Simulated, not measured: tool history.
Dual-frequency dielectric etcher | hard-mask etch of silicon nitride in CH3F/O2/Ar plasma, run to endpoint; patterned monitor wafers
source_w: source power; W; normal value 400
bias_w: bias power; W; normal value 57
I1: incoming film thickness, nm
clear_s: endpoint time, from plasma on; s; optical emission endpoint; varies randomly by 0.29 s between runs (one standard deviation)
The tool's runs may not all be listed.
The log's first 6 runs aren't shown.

{"hour": 70.0, "done": "bias power generator calibrated"}
{"run": 7, "hour": 71.9, "source_w": 470, "bias_w": 61, "I1": 34.51, "clear_s": 50}
{"run": 8, "hour": 80.1, "source_w": 470, "bias_w": 61, "I1": 35.25, "clear_s": 50.9}
{"run": 9, "hour": 129.9, "source_w": 470, "bias_w": 61, "I1": 35.15, "clear_s": 51.2}
{"run": 10, "hour": 137.9, "source_w": 480, "bias_w": 57, "I1": 34.86, "clear_s": 50.8}
{"run": 11, "hour": 153.7, "source_w": 480, "bias_w": 57, "I1": 35.18, "clear_s": 51.9}
{"run": 12, "hour": 159.8, "source_w": 400, "bias_w": 57, "I1": 35.14, "clear_s": 56.3}
{"run": 13, "hour": 170.6, "source_w": 400, "bias_w": 57, "I1": 34.89, "clear_s": 55.9}
{"run": 14, "hour": 187.3, "source_w": 310, "bias_w": 48, "I1": 34.98, "clear_s": 66}
{"run": 15, "hour": 203.9, "source_w": 360, "bias_w": 45, "I1": 35.11, "clear_s": 62.4}
{"run": 16, "hour": 216.6, "source_w": 330, "bias_w": 51, "I1": 35.12, "clear_s": 63.5}
{"run": 17, "hour": 224.4, "source_w": 360, "bias_w": 64, "I1": 35.15, "clear_s": 57.4}
{"run": 18, "hour": 239.8, "source_w": 360, "bias_w": 67, "I1": 35.15, "clear_s": 57.4}
{"run": 19, "hour": 255.5, "source_w": 370, "bias_w": 67, "I1": 35.2, "clear_s": 56.9}
{"run": 20, "hour": 269.6, "source_w": 400, "bias_w": 48, "I1": 34.63, "clear_s": 58.5}
{"run": 21, "hour": 286.3, "source_w": 400, "bias_w": 63, "I1": 35, "clear_s": 55.4}
{"run": 22, "hour": 293.1, "source_w": 400, "bias_w": 66, "I1": 35.39, "clear_s": 54.7}
{"hour": 327.4, "done": "source power generator calibrated"}
{"hour": 333.4, "done": "wet clean of the chamber"}
{"hour": 352.6, "done": "upper electrode replaced"}
{"run": 23, "hour": 353.1, "source_w": 500, "bias_w": 57, "I1": 35.28, "clear_s": 50.8}
{"run": 24, "hour": 353.4, "source_w": 400, "bias_w": 69, "I1": 34.55, "clear_s": 51.2}
{"run": 25, "hour": 353.7, "source_w": 370, "bias_w": 47, "I1": 35.17, "clear_s": 60.7}
{"run": 26, "hour": 357.5, "source_w": 400, "bias_w": 69, "I1": 35.11, "clear_s": 52.5}
{"run": 27, "hour": 369.8, "source_w": 330, "bias_w": 65, "I1": 34.61, "clear_s": 57.9}
{"run": 28, "hour": 386.4, "source_w": 400, "bias_w": 57, "I1": 35.32, "clear_s": 55.9}
{"run": 29, "hour": 402.2, "source_w": 460, "bias_w": 67, "I1": 34.82, "clear_s": 50.4}
{"run": 30, "hour": 412.8, "source_w": 400, "bias_w": 44, "I1": 35.14, "clear_s": 59.3}
{"run": 31, "hour": 423.4, "source_w": 400, "bias_w": 57, "I1": 34.9, "clear_s": 55.6}

The next listed run, before its measurement:
{"run": 32, "hour": 433.1, "source_w": 490, "bias_w": 49, "I1": 34.72, "clear_s": "?"}

{"run 32": {"clear_s": 51.9}}
Were there no unlogged condition in the tool, this run, its random variation unchanged, would have produced clear_s 51.3 s.
